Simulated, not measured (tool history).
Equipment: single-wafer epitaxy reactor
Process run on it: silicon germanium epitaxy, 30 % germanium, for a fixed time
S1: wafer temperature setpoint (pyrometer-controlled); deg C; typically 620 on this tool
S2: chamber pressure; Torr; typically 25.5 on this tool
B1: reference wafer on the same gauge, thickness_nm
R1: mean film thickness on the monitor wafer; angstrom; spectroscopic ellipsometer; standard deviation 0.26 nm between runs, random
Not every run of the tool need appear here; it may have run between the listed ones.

run     day   S1    S2      B1       R1
  1   0.000  620  25.5  76.606  1042.88
  2   0.792  620  25.5  76.615  1041.15
  3   1.929  620  25.5  76.575  1040.72
  4   2.650  620  25.5  76.622  1041.41
  5   4.071  620  25.5  76.585  1048.75
  6   4.896  620  25.5  76.594  1046.80
  7   5.554  620  25.5  76.611  1052.03
  8   6.867  620  25.5  76.599  1046.65
  9   8.000  620  25.5  76.614  1054.53
 10   9.338  612  25.5  76.597   928.90
      9.804  -- showerhead replaced
 11  10.129  612  25.5  76.645   933.68
 12  11.412  620  25.5  76.577  1052.67
 13  12.608  620  25.5  76.635  1052.05
     13.025  -- gauge calibrated
 14  14.088  635  20.1  76.595  1218.94
 15  15.525  620  21.6  76.624   996.94
     16.108  -- capacitance manometer re-zeroed and calibrated
 16  19.504  620  25.5  76.629  1068.50
 17  20.579  626  25.5  76.607  1178.45
     20.954  -- pyrometer calibrated
 18  21.617  616  23.7  76.597   883.87
 19  22.542  620  25.5  76.619   966.61
 20  23.388  620  28.7  76.629  1010.89
 21  24.675  620  25.5  76.590   969.12
 22  25.683  612  25.5  76.615   847.96
 23  26.667  612  20.5  76.601   783.07
 24  27.300  635  20.0  76.604  1099.13
 25  28.708  612  30.6  76.602   915.24

Some steps in R1 between neighbouring runs. How much of each would the tool show without its hidden state too (settings, what came in, random variation), and how much is left for the hidden state, with any gauge scatter that isn't in both results?
Hidden conditions of the tool in this case: wafer temperature above the value expected at the setpoint (K); true pressure above the setpoint (%); gauge reads high (%).
Run 14 -> 15: S1 635 -> 620, S2 20.1 -> 21.6. R1 -222.00 angstrom: hidden state -16.52, all else -205.48.
Run 17 -> 18: S1 626 -> 616, S2 25.5 -> 23.7, pyrometer calibrated. R1 -294.58 angstrom: hidden state -115.79, all else -178.79.
Run 23 -> 24: S1 612 -> 635, S2 20.5 -> 20.0. R1 +316.06 angstrom: hidden state +2.81, all else +313.25.
